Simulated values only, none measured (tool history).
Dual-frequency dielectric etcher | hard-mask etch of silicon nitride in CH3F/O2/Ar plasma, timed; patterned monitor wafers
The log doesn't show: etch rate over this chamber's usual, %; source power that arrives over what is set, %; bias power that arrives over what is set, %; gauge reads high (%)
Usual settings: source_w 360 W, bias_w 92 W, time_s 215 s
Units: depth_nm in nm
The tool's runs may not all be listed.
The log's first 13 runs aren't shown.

run    hour  source_w  bias_w  time_s  wafers since the last listed run  hours since the last wet clean  hours since the last source power generator calibration  hours since the last bias power generator calibration  hours since the last upper electrode change  hours since the gauge calibration  read-back reference wafer on the same gauge, depth_nm  depth_nm
 14  1055.4       340      92     152                               385                           684.8                                                   1218.8                                                 1305.4                                       1693.3                             2503.8                                                  191.2     110.5
     1083.9  -- wet clean of the chamber
 15  1155.6       380     106     215                               305                            71.7                                                     1319                                                 1405.6                                       1793.5                               2604                                                  191.1     175.8
 16  1192.8       420      74     172                               149                           108.9                                                   1356.2                                                 1442.8                                       1830.7                             2641.2                                                    191     120.7
 17  1259.2       440      92     236                               266                           175.3                                                   1422.6                                                 1509.2                                       1897.1                             2707.6                                                  190.6     191.6
       1306  -- gauge calibrated
 18  1351.9       320      92     264                               371                             268                                                   1515.3                                                 1601.9                                       1989.8                               45.9                                                    191     185.5
 19  1401.4       290      92     248                               198                           317.5                                                   1564.8                                                 1651.4                                       2039.3                               95.4                                                  190.8     165.7
     1452.4  -- source power generator calibrated
 20  1506.6       360     115     215                               405                           422.7                                                     54.2                                                 1756.6                                       2144.5                              200.6                                                    191     178.5
 21  1571.3       410      99     215                               259                           487.4                                                    118.9                                                 1821.3                                       2209.2                              265.3                                                  190.8     175.3
 22  1632.8       400      92   185.5                               246                           548.9                                                    180.4                                                 1882.8                                       2270.7                              326.8                                                    191     141.8

Forecast run 23:
     1699.9  -- bias power generator calibrated
 23  1700.4       360      92     215                               254                           616.5                                                      248                                                    0.5                                       2338.3                              394.4                                                      ?         ?

read-back reference wafer on the same gauge, depth_nm: 191.2
depth_nm: 164.4 nm
Without the tool's hidden state the same run would have given depth_nm 164.7 nm.

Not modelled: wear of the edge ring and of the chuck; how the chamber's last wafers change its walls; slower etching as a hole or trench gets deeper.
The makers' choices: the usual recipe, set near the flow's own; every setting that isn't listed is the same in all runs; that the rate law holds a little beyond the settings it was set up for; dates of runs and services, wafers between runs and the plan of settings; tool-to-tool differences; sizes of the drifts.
